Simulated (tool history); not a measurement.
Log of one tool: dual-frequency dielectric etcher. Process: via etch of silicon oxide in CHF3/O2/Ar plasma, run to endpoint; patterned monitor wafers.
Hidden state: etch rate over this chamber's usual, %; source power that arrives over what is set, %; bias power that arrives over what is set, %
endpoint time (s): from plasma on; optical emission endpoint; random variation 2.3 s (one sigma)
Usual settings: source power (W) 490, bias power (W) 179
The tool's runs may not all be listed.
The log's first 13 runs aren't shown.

run	hour	source power (W)	bias power (W)	wafers since the last listed run	hours since the last wet clean	hours since the last source power generator calibration	hours since the last bias power generator calibration	hours since the last upper electrode change	incoming incoming film thickness, nm	endpoint time (s)
# hour 195.4: upper electrode replaced
14	195.9	490	161	5	25.9	50.4	2800.4	0.5	708.5	382.8
15	196.3	490	179	2	26.3	50.8	2800.8	0.9	702.8	364.7
16	196.7	490	179	2	26.7	51.2	2801.2	1.3	708.9	368.5
17	202.8	530	179	33	32.8	57.3	2807.3	7.4	705.0	360.6
18	213.4	580	179	58	43.4	67.9	2817.9	18.0	708.7	351.6
19	225.6	490	203	67	55.6	80.1	2830.1	30.2	705.6	356.5
20	241.8	580	142	89	71.8	96.3	2846.3	46.4	704.0	374.8
# hour 259.2: bias power generator calibrated
21	259.7	380	149	76	89.7	114.2	0.5	64.3	709.5	421.6
22	265.7	580	203	32	95.7	120.2	6.5	70.3	703.8	335.2
23	278.8	530	146	72	108.8	133.3	19.6	83.4	704.0	386.1
24	290.8	490	179	65	120.8	145.3	31.6	95.4	709.0	368.5
25	302.4	600	152	63	132.4	156.9	43.2	107.0	704.3	363.5
26	309.2	530	218	37	139.2	163.7	50.0	113.8	704.2	337.9
27	347.7	450	199	211	177.7	202.2	88.5	152.3	701.9	368.5
28	360.6	490	179	70	190.6	215.1	101.4	165.2	708.7	370.4
29	396.4	490	163	196	226.4	250.9	137.2	201.0	708.8	382.7
30	411.8	540	144	84	241.8	266.3	152.6	216.4	714.0	389.9
31	420.9	490	154	50	250.9	275.4	161.7	225.5	703.6	385.5

4 ways to go on from here, each from the tool as it stands after run 31. What would each give?
A	421.4	420	179	2	251.4	275.9	162.2	226.0	711.1	?
B	421.4	490	197	2	251.4	275.9	162.2	226.0	711.1	?
C	421.4	550	156	2	251.4	275.9	162.2	226.0	711.1	?
D	421.4	370	179	2	251.4	275.9	162.2	226.0	711.1	?

run	endpoint time (s)
A	384.3
B	356.6
C	368.7
D	398.6
Without the tool's hidden state the same runs would have given:
run	endpoint time (s)
A	384.3
B	356.6
C	368.7
D	398.6
